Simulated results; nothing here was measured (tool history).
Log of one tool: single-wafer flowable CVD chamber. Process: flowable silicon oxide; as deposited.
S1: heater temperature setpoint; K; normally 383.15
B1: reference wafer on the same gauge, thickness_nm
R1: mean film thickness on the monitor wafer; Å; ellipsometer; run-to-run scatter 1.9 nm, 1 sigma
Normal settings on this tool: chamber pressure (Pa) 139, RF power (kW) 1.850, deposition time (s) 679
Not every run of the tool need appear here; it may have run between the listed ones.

{"run": 1, "day": 0.0, "S1": 383.15, "chamber pressure (Pa)": 139, "RF power (kW)": 1.85, "deposition time (s)": 679, "B1": 312.272, "R1": 4249.83}
{"run": 2, "day": 0.592, "S1": 383.15, "chamber pressure (Pa)": 139, "RF power (kW)": 1.85, "deposition time (s)": 679, "B1": 311.813, "R1": 4225.77}
{"run": 3, "day": 1.092, "S1": 383.15, "chamber pressure (Pa)": 139, "RF power (kW)": 1.59, "deposition time (s)": 679, "B1": 311.877, "R1": 4087.94}
{"run": 4, "day": 1.496, "S1": 383.15, "chamber pressure (Pa)": 121, "RF power (kW)": 1.65, "deposition time (s)": 679, "B1": 311.929, "R1": 3602.22}
{"run": 5, "day": 1.933, "S1": 383.15, "chamber pressure (Pa)": 121, "RF power (kW)": 1.65, "deposition time (s)": 679, "B1": 311.895, "R1": 3606.35}
{"day": 2.508, "done": "showerhead replaced"}
{"run": 6, "day": 2.529, "S1": 383.15, "chamber pressure (Pa)": 121, "RF power (kW)": 1.65, "deposition time (s)": 679, "B1": 312.09, "R1": 3627.79}
{"run": 7, "day": 2.958, "S1": 383.15, "chamber pressure (Pa)": 139, "RF power (kW)": 1.85, "deposition time (s)": 679, "B1": 312.188, "R1": 4206.95}
{"run": 8, "day": 3.55, "S1": 383.15, "chamber pressure (Pa)": 139, "RF power (kW)": 1.85, "deposition time (s)": 679, "B1": 311.989, "R1": 4230.48}
{"day": 3.612, "done": "gauge calibrated"}
{"day": 3.946, "done": "capacitance manometer re-zeroed and calibrated"}
{"run": 9, "day": 4.167, "S1": 383.15, "chamber pressure (Pa)": 139, "RF power (kW)": 1.85, "deposition time (s)": 679, "B1": 312.079, "R1": 4269.89}
{"run": 10, "day": 4.529, "S1": 383.15, "chamber pressure (Pa)": 139, "RF power (kW)": 1.85, "deposition time (s)": 679, "B1": 311.713, "R1": 4258.44}
{"run": 11, "day": 5.054, "S1": 383.15, "chamber pressure (Pa)": 139, "RF power (kW)": 1.935, "deposition time (s)": 679, "B1": 312.498, "R1": 4351.62}
{"run": 12, "day": 5.488, "S1": 383.15, "chamber pressure (Pa)": 139, "RF power (kW)": 1.935, "deposition time (s)": 679, "B1": 312.525, "R1": 4315.6}
{"run": 13, "day": 5.775, "S1": 373.15, "chamber pressure (Pa)": 139, "RF power (kW)": 1.595, "deposition time (s)": 679, "B1": 312.018, "R1": 5514.37}
{"day": 6.317, "done": "thermocouple changed; heater temperature recalibrated"}
{"run": 14, "day": 6.338, "S1": 375.15, "chamber pressure (Pa)": 139, "RF power (kW)": 2.145, "deposition time (s)": 765, "B1": 311.797, "R1": 6995.76}
{"run": 15, "day": 6.817, "S1": 383.15, "chamber pressure (Pa)": 139, "RF power (kW)": 1.85, "deposition time (s)": 679, "B1": 312.053, "R1": 4836.92}
{"run": 16, "day": 7.404, "S1": 383.15, "chamber pressure (Pa)": 139, "RF power (kW)": 1.85, "deposition time (s)": 679, "B1": 311.8, "R1": 4822.82}
{"run": 17, "day": 7.875, "S1": 368.15, "chamber pressure (Pa)": 139, "RF power (kW)": 1.535, "deposition time (s)": 758, "B1": 311.76, "R1": 7970.93}
{"run": 18, "day": 8.2, "S1": 374.15, "chamber pressure (Pa)": 139, "RF power (kW)": 1.85, "deposition time (s)": 679, "B1": 312.009, "R1": 6272.38}
{"day": 8.846, "done": "thermocouple changed; heater temperature recalibrated, repeated, since the last time left the tool worse"}
{"run": 19, "day": 8.867, "S1": 383.15, "chamber pressure (Pa)": 139, "RF power (kW)": 1.85, "deposition time (s)": 679, "B1": 312.099, "R1": 3818.64}
{"day": 9.383, "done": "RF generator calibrated"}
{"run": 20, "day": 9.404, "S1": 383.15, "chamber pressure (Pa)": 139, "RF power (kW)": 1.85, "deposition time (s)": 679, "B1": 312.264, "R1": 3847.15}
{"run": 21, "day": 9.742, "S1": 383.15, "chamber pressure (Pa)": 139, "RF power (kW)": 1.85, "deposition time (s)": 679, "B1": 312.245, "R1": 3852.01}
{"run": 22, "day": 10.004, "S1": 383.15, "chamber pressure (Pa)": 157, "RF power (kW)": 2.07, "deposition time (s)": 679, "B1": 312.025, "R1": 4444.38}
{"run": 23, "day": 10.733, "S1": 383.15, "chamber pressure (Pa)": 139, "RF power (kW)": 1.85, "deposition time (s)": 738, "B1": 312.232, "R1": 4136.81}
{"run": 24, "day": 11.075, "S1": 383.15, "chamber pressure (Pa)": 139, "RF power (kW)": 1.85, "deposition time (s)": 559, "B1": 312.287, "R1": 3176.7}
{"run": 25, "day": 11.508, "S1": 392.15, "chamber pressure (Pa)": 107, "RF power (kW)": 1.85, "deposition time (s)": 679, "B1": 311.722, "R1": 2292.09}
{"day": 11.796, "done": "gauge calibrated"}
{"run": 26, "day": 11.946, "S1": 394.15, "chamber pressure (Pa)": 139, "RF power (kW)": 1.85, "deposition time (s)": 565, "B1": 311.735, "R1": 2369.27}
{"run": 27, "day": 12.362, "S1": 383.15, "chamber pressure (Pa)": 139, "RF power (kW)": 1.85, "deposition time (s)": 679, "B1": 312.087, "R1": 3863.96}
{"run": 28, "day": 13.083, "S1": 383.15, "chamber pressure (Pa)": 155, "RF power (kW)": 1.985, "deposition time (s)": 679, "B1": 312.043, "R1": 4337.87}

Measured result minus the same run's result without the hidden state. Both carry the same run-to-run variation, though not necessarily the same gauge scatter:
The hidden state here: wafer temperature above the value expected at the setpoint (K); delivered RF power above the setpoint (%); true pressure above the setpoint (%); gauge reads high (%).
run=1 R1=+402.63
run=2 R1=+402.93
run=3 R1=+391.90
run=4 R1=+346.84
run=5 R1=+348.86
run=6 R1=+353.16
run=7 R1=+411.40
run=8 R1=+416.28
run=9 R1=+422.86
run=10 R1=+423.32
run=11 R1=+434.93
run=12 R1=+433.25
run=13 R1=+560.56
run=14 R1=+1409.45
run=15 R1=+972.65
run=16 R1=+972.45
run=17 R1=+1627.35
run=18 R1=+1271.14
run=19 R1=-16.75
run=20 R1=-14.60
run=21 R1=-13.19
run=22 R1=-13.94
run=23 R1=-9.67
run=24 R1=-6.23
run=25 R1=-3.28
run=26 R1=-2.28
run=27 R1=-2.13
run=28 R1=+1.06
